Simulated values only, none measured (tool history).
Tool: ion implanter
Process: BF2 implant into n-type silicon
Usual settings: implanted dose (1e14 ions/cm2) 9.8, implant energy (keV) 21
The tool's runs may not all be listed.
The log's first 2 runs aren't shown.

run,hour,implanted dose (1e14 ions/cm2),implant energy (keV),"read-back reference wafer on the same gauge, sheet resistance",sheet resistance of the implanted and annealed layer (ohm/square)
3,132.9,9.8,21,240.87,227.69
# hour 204.8: Faraday cup replaced and dose calibrated
4,205.3,9.8,21,241.17,229.58
5,291.8,9.8,21,241,229.98
6,355.8,11.31,27,241.01,196.37
7,462.8,9.8,16.5,240.87,258.39
8,499,9.8,16.5,240.79,258.29
9,591.9,9.8,16.5,241.12,259.26
10,638.2,9.8,21,241.09,229.05
# hour 687.5: extraction supply calibrated
11,743.4,9.8,21,240.97,222.78
12,786.2,11.13,21,241.03,218.7
13,846.6,11.13,21,240.92,219.01
# hour 861.2: Faraday cup replaced and dose calibrated
14,886.1,9.8,16,241.1,257.75
# hour 951.8: gauge calibrated
15,962.2,7.95,21,240.99,234.54
16,998.2,8.13,23.5,241.03,220.52
17,1057.6,8.15,21,240.93,232.88
18,1129.4,11.02,14,241.08,269.83
19,1232.9,9.8,14,240.99,273.74
20,1290.4,7.89,21,241.02,233.94
21,1388,7.81,14.5,241.05,278.57
22,1492.5,9.8,14.5,240.88,269.07
# hour 1505.9: Faraday cup replaced and dose calibrated
23,1587.2,9.8,18.5,240.97,240.12
24,1673.3,12.25,25.5,241.07,195.34
25,1727.6,10.77,23,240.93,210.87
26,1817.7,9.8,21,240.84,224.74

Forecast run 27:
27,1892.8,9.8,18.5,?,?

read-back reference wafer on the same gauge, sheet resistance: 241
sheet resistance of the implanted and annealed layer (ohm/square): 239.4
Without the tool's hidden state the same run would have given sheet resistance of the implanted and annealed layer (ohm/square) 239.53.
